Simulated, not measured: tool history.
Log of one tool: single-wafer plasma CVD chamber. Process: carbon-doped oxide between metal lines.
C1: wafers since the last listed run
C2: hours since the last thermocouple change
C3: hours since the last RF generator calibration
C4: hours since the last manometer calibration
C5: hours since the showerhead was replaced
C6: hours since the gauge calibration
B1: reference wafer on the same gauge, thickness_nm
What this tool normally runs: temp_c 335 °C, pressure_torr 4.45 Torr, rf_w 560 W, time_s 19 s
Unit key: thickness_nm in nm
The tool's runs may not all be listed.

Run 1, day 0: usual settings; C1 0; C2 1243.1; C3 992.4; C4 772.7; C5 2024.6; C6 686; B1 110.951. Result: thickness_nm 111.116 nm.
At day 0.9: gauge calibrated.
Run 2, day 1.238: usual settings; C1 1043; C2 1272.8; C3 1022.1; C4 802.4; C5 2054.3; C6 8.1; B1 111.081. Result: thickness_nm 110.348 nm.
Run 3, day 3.329: usual settings; C1 1763; C2 1323; C3 1072.3; C4 852.6; C5 2104.5; C6 58.3; B1 111.148. Result: thickness_nm 110.86 nm.
Run 4, day 4.708: usual settings; C1 1162; C2 1356.1; C3 1105.4; C4 885.7; C5 2137.6; C6 91.4; B1 110.905. Result: thickness_nm 110.487 nm.
Run 5, day 6.608: usual settings; C1 1601; C2 1401.7; C3 1151; C4 931.3; C5 2183.2; C6 137; B1 110.888. Result: thickness_nm 111.444 nm.
Run 6, day 7.95: usual settings; C1 1131; C2 1433.9; C3 1183.2; C4 963.5; C5 2215.4; C6 169.2; B1 111.049. Result: thickness_nm 111.328 nm.
Run 7, day 9.117: usual settings; C1 983; C2 1461.9; C3 1211.2; C4 991.5; C5 2243.4; C6 197.2; B1 111.098. Result: thickness_nm 109.702 nm.
Run 8, day 11.2: usual settings; C1 1756; C2 1511.9; C3 1261.2; C4 1041.5; C5 2293.4; C6 247.2; B1 111.016. Result: thickness_nm 110.284 nm.
Run 9, day 13.512: usual settings but rf_w 600 W; C1 1949; C2 1567.4; C3 1316.7; C4 1097; C5 2348.9; C6 302.7; B1 111.116. Result: thickness_nm 116.505 nm.
Run 10, day 15.079: usual settings but rf_w 510 W; C1 1320; C2 1605; C3 1354.3; C4 1134.6; C5 2386.5; C6 340.3; B1 110.981. Result: thickness_nm 105.634 nm.
Run 11, day 17.633: usual settings but rf_w 510 W; C1 2153; C2 1666.3; C3 1415.6; C4 1195.9; C5 2447.8; C6 401.6; B1 111.055. Result: thickness_nm 105.219 nm.
Run 12, day 19.392: usual settings but rf_w 510 W; C1 1482; C2 1708.5; C3 1457.8; C4 1238.1; C5 2490; C6 443.8; B1 110.977. Result: thickness_nm 104.747 nm.
Run 13, day 20.788: usual settings; C1 1176; C2 1742; C3 1491.3; C4 1271.6; C5 2523.5; C6 477.3; B1 111.074. Result: thickness_nm 111.119 nm.
Run 14, day 22.692: usual settings but rf_w 460 W, time_s 20.8 s; C1 1605; C2 1787.7; C3 1537; C4 1317.3; C5 2569.2; C6 523; B1 110.927. Result: thickness_nm 108.271 nm.
Run 15, day 24.533: usual settings but pressure_torr 5.03 Torr; C1 1552; C2 1831.9; C3 1581.2; C4 1361.5; C5 2613.4; C6 567.2; B1 111.042. Result: thickness_nm 114.111 nm.
Run 16, day 26.825: usual settings but temp_c 320 °C, pressure_torr 4.05 Torr, rf_w 490 W, time_s 20.3 s; C1 1931; C2 1886.9; C3 1636.2; C4 1416.5; C5 2668.4; C6 622.2; B1 110.918. Result: thickness_nm 114.931 nm.
Run 17, day 28.15: usual settings but rf_w 485 W; C1 1116; C2 1918.7; C3 1668; C4 1448.3; C5 2700.2; C6 654; B1 110.984. Result: thickness_nm 102.383 nm.
At day 29.179: capacitance manometer re-zeroed and calibrated.
Run 18, day 30.129: usual settings but temp_c 340 °C, pressure_torr 5.18 Torr, rf_w 625 W, time_s 16.5 s; C1 1387; C2 1966.2; C3 1715.5; C4 22.8; C5 2747.7; C6 701.5; B1 110.917. Result: thickness_nm 103.522 nm.
Run 19, day 32.938: usual settings but rf_w 600 W; C1 2367; C2 2033.6; C3 1782.9; C4 90.2; C5 2815.1; C6 768.9; B1 110.991. Result: thickness_nm 116.155 nm.
At day 33.083: gauge calibrated.
At day 33.308: RF generator calibrated.
At day 37.317: thermocouple changed; heater temperature recalibrated.
Run 20, day 38.246: usual settings but temp_c 324 °C, pressure_torr 4.8 Torr, rf_w 590 W, time_s 20.6 s; C1 3912; C2 22.3; C3 118.5; C4 217.6; C5 2942.5; C6 123.9; B1 111.058. Result: thickness_nm 134.176 nm.
Run 21, day 40.688: usual settings but rf_w 645 W; C1 2058; C2 80.9; C3 177.1; C4 276.2; C5 3001.1; C6 182.5; B1 111.026. Result: thickness_nm 121.922 nm.
Run 22, day 43.162: usual settings but temp_c 346 °C, pressure_torr 3.88 Torr; C1 2086; C2 140.3; C3 236.5; C4 335.6; C5 3060.5; C6 241.9; B1 110.949. Result: thickness_nm 106.576 nm.
At day 44.417: showerhead replaced.
Run 23, day 44.833: usual settings but rf_w 600 W; C1 1127; C2 180.4; C3 276.6; C4 375.7; C5 10; C6 282; B1 111.015. Result: thickness_nm 117.789 nm.
Run 24, day 47.038: usual settings but temp_c 347 °C, pressure_torr 5.07 Torr, rf_w 480 W; C1 1858; C2 233.3; C3 329.5; C4 428.6; C5 62.9; C6 334.9; B1 110.989. Result: thickness_nm 100.048 nm.
Run 25, day 49.033: usual settings but temp_c 327 °C, pressure_torr 5.51 Torr, time_s 20.9 s; C1 1682; C2 281.2; C3 377.4; C4 476.5; C5 110.8; C6 382.8; B1 110.944. Result: thickness_nm 133.279 nm.
Run 26, day 50.588: usual settings but temp_c 322 °C, rf_w 605 W, time_s 15.6 s; C1 1310; C2 318.5; C3 414.7; C4 513.8; C5 148.1; C6 420.1; B1 111.135. Result: thickness_nm 104.334 nm.
At day 51.933: thermocouple changed; heater temperature recalibrated, repeated, since the last time left the tool worse.
Run 27, day 52.404: usual settings but time_s 20.7 s; C1 1250; C2 11.3; C3 458.3; C4 557.4; C5 191.7; C6 463.7; B1 111.09. Result: thickness_nm 118.484 nm.
Run 28, day 53.925: usual settings; C1 1282; C2 47.8; C3 494.8; C4 593.9; C5 228.2; C6 500.2; B1 110.897. Result: thickness_nm 109.397 nm.
Run 29, day 58.108: usual settings but time_s 16.2 s; C1 3526; C2 148.2; C3 595.2; C4 694.3; C5 328.6; C6 600.6; B1 111.062. Result: thickness_nm 93.409 nm.

3 options for the next run, each taken on its own from the tool as it stands now. Forecast them:
Run A, day 58.125: usual settings; C1 14; C2 148.6; C3 595.6; C4 694.7; C5 329; C6 601; B1 ?. Result: thickness_nm ?.
Run B, day 58.125: usual settings but pressure_torr 3.45 Torr; C1 14; C2 148.6; C3 595.6; C4 694.7; C5 329; C6 601; B1 ?. Result: thickness_nm ?.
Run C, day 58.125: usual settings but temp_c 339 °C, pressure_torr 4.02 Torr, time_s 17.1 s; C1 14; C2 148.6; C3 595.6; C4 694.7; C5 329; C6 601; B1 ?. Result: thickness_nm ?.

run       B1  thickness_nm
  A  111.031       109.051
  B  111.031       105.566
  C  111.031        95.502
What these runs would have given with no unlogged condition in the tool:
run  thickness_nm
  A       108.994
  B        105.51
  C        95.453

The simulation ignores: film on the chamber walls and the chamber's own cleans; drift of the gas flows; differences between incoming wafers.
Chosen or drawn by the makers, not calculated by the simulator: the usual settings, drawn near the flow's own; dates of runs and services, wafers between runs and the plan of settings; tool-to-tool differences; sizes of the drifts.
